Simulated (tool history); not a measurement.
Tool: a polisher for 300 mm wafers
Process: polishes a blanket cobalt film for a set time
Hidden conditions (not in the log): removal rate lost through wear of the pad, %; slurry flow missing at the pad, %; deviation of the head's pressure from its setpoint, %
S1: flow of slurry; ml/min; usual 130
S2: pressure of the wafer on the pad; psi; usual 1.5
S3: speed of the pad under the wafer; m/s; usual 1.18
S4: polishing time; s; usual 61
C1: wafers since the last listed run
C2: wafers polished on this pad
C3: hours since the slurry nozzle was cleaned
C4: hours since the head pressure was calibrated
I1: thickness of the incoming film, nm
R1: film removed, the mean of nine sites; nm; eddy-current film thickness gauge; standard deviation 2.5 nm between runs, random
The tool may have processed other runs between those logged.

Run 1, hour 0.0: usual settings but S1 145 ml/min; C1 0; C2 2441; C3 228.6; C4 339.6; I1 793.5. Result: R1 227.2 nm.
Run 2, hour 36.5: usual settings but S1 145 ml/min; C1 411; C2 2853; C3 265.1; C4 376.1; I1 792.9. Result: R1 225.3 nm.
At hour 85.5: worn pad replaced by a new one.
Run 3, hour 91.5: usual settings but S1 145 ml/min; C1 574; C2 67; C3 320.1; C4 431.1; I1 797.3. Result: R1 227.1 nm.
At hour 99.4: slurry nozzle cleaned.
Run 4, hour 167.1: usual settings; C1 841; C2 908; C3 67.7; C4 506.7; I1 797.1. Result: R1 220.4 nm.
At hour 380.5: worn pad replaced by a new one.
Run 5, hour 396.2: usual settings; C1 2537; C2 177; C3 296.8; C4 735.8; I1 775.0. Result: R1 222.7 nm.
At hour 460.3: slurry nozzle cleaned.
Run 6, hour 463.1: usual settings; C1 742; C2 920; C3 2.8; C4 802.7; I1 790.9. Result: R1 217.6 nm.
Run 7, hour 546.4: usual settings but S2 1.6 psi; C1 939; C2 1859; C3 86.1; C4 886.0; I1 786.6. Result: R1 233.8 nm.
At hour 619.2: worn pad replaced by a new one.
Run 8, hour 619.7: usual settings but S2 1.6 psi; C1 781; C2 5; C3 159.4; C4 959.3; I1 803.3. Result: R1 236.2 nm.
Run 9, hour 681.2: usual settings but S2 1.1 psi, S3 1.02 m/s; C1 693; C2 699; C3 220.9; C4 1020.8; I1 792.0. Result: R1 145.1 nm.
At hour 820.3: slurry nozzle cleaned.
Run 10, hour 824.1: usual settings but S1 155 ml/min, S3 1.06 m/s; C1 1599; C2 2299; C3 3.8; C4 1163.7; I1 790.8. Result: R1 209.0 nm.
At hour 856.5: worn pad replaced by a new one.
At hour 885.1: head pressure recalibrated.
Run 11, hour 885.6: usual settings but S3 1.48 m/s, S4 45 s; C1 625; C2 305; C3 65.3; C4 0.5; I1 793.6. Result: R1 197.7 nm.
Run 12, hour 944.3: usual settings but S1 145 ml/min, S2 1.4 psi; C1 661; C2 967; C3 124.0; C4 59.2; I1 800.7. Result: R1 215.6 nm.
Run 13, hour 1038.9: usual settings but S1 95 ml/min, S2 1.7 psi; C1 1066; C2 2033; C3 218.6; C4 153.8; I1 788.8. Result: R1 239.5 nm.
At hour 1121.0: worn pad replaced by a new one.
Run 14, hour 1138.3: usual settings but S1 160 ml/min, S3 1.02 m/s; C1 1075; C2 195; C3 318.0; C4 253.2; I1 784.8. Result: R1 202.6 nm.
At hour 1189.9: slurry nozzle cleaned.
Run 15, hour 1223.2: usual settings; C1 945; C2 1141; C3 33.3; C4 338.1; I1 795.3. Result: R1 218.4 nm.
Run 16, hour 1313.4: usual settings; C1 1016; C2 2158; C3 123.5; C4 428.3; I1 790.4. Result: R1 220.4 nm.

What was the tool's hidden state at every run in the log?
removal rate lost through wear of the pad, %: 0 in every run
slurry flow missing at the pad, %: 0 in every run
deviation of the head's pressure from its setpoint, %: 0 in every run
